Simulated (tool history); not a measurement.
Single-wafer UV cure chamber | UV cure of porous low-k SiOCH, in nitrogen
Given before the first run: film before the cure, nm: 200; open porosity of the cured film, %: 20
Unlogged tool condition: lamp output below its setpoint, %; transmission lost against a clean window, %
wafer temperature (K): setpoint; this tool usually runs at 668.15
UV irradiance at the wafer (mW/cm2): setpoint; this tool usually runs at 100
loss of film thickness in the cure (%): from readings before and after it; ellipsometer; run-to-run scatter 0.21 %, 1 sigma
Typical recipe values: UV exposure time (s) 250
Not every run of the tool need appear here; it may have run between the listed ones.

run	hour	wafer temperature (K)	UV exposure time (s)	UV irradiance at the wafer (mW/cm2)	wafers since the last listed run	hours since the UV bulbs were replaced	wafers since the quartz window was cleaned	loss of film thickness in the cure (%)
1	0.0	668.15	250	100	0	1529.4	290	12.090
2	12.1	668.15	250	100	109	1541.5	400	11.855
3	21.2	668.15	250	100	82	1550.6	483	11.682
4	34.9	668.15	250	88	124	1564.3	607	11.245
5	48.8	668.15	250	88	126	1578.2	733	11.156
6	66.6	668.15	250	88	161	1596.0	895	10.576
7	73.0	668.15	250	100	58	1602.4	953	10.949
8	82.3	668.15	250	100	84	1611.7	1037	11.172
9	97.6	668.15	250	100	138	1627.0	1176	11.452
# hour 108.1: quartz window cleaned
10	108.6	668.15	250	100	27	1638.0	4	12.429
11	116.6	668.15	250	100	72	1646.0	77	12.767
12	131.8	668.15	250	100	137	1661.2	214	12.096
13	139.7	673.15	250	90	71	1669.1	286	11.749
14	156.7	668.15	250	63	154	1686.1	440	10.096
# hour 168.3: UV bulbs replaced
15	168.8	668.15	170	85	37	0.5	478	8.928
16	178.4	668.15	210	87	87	10.1	565	10.205
17	194.5	668.15	250	100	146	26.2	711	11.554
18	222.7	656.15	390	78	255	54.4	967	12.191
# hour 243.7: quartz window cleaned
19	244.2	684.15	250	135	122	75.9	4	13.796
20	247.7	658.15	155	72	31	79.4	35	8.491
21	258.6	668.15	250	100	98	90.3	134	12.125
22	268.5	668.15	205	100	89	100.2	224	10.793

Give the tool's hidden conditions for every run:
lamp output below its setpoint, %: 0 in every run
H1: transmission lost against a clean window, %
run	H1
1	12.1
2	14.5
3	16
4	17.6
5	18.9
6	20
7	20.4
8	20.7
9	21.2
10	1.13
11	4.53
12	9.54
13	11.5
14	14.8
15	16.5
16	17.6
17	18.9
18	20.3
19	2.5
20	4.06
21	8.22
22	11.2
